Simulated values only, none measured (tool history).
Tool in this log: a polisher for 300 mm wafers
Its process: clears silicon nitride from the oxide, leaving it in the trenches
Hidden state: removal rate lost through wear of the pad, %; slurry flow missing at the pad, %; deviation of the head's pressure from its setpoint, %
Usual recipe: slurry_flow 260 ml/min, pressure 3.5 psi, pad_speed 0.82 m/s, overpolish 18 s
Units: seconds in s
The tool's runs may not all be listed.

run   hour  slurry_flow  pressure  pad_speed  overpolish  wafers since the last listed run  wafers polished on this pad  hours since the slurry nozzle was cleaned  hours since the head pressure was calibrated  incoming thickness of the incoming film, nm  seconds
  1    0.0          260       3.5       0.82          18                                 0                         1577                                       27.5                                          95.3                                         78.3     99.7
  2   51.5          260       3.5       0.82          18                               538                         2115                                       79.0                                         146.8                                         80.8    102.4
      82.7  -- worn pad replaced by a new one
  3  119.5          260       3.5       0.82          18                               668                          384                                      147.0                                         214.8                                         79.4    103.2
  4  162.2          260       3.5       0.96          18                               446                          830                                      189.7                                         257.5                                         80.1     89.6
  5  234.5          260       3.5       0.96          18                               755                         1586                                      262.0                                         329.8                                         80.2     90.7
     305.8  -- worn pad replaced by a new one
  6  306.3          260       3.5       0.96          18                               708                            5                                      333.8                                         401.6                                         80.6     96.0
  7  396.5          260       4.4       0.82          18                               942                          948                                      424.0                                         491.8                                         79.4     84.5
     411.5  -- slurry nozzle cleaned
  8  465.8          215       3.1       1.04          25                               713                         1662                                       54.3                                         561.1                                         80.9     96.9
     508.9  -- worn pad replaced by a new one
  9  710.4          320       3.5       0.82          18                              2514                         2105                                      298.9                                         805.7                                         80.8    102.3
     768.9  -- worn pad replaced by a new one
 10  774.2          325       4.1       0.90          24                               625                           55                                      362.7                                         869.5                                         80.1     79.9
     843.8  -- head pressure recalibrated
 11  859.5          175       4.6       1.00           9                               870                          926                                      448.0                                          15.7                                         80.1     73.2
     869.3  -- slurry nozzle cleaned
 12  927.5          260       3.5       0.96          18                               700                         1626                                       58.2                                          83.7                                         80.0     88.1

Forecast run 13:
 13  1019.1          260       3.5       0.96          18                               957                         2583                                      149.8                                         175.3                                         79.7        ?

Run 13 gave seconds 89.9 s.
Take away the tool's hidden state, keep the run-to-run variation as it was, and the same run would have given seconds 88.7 s.

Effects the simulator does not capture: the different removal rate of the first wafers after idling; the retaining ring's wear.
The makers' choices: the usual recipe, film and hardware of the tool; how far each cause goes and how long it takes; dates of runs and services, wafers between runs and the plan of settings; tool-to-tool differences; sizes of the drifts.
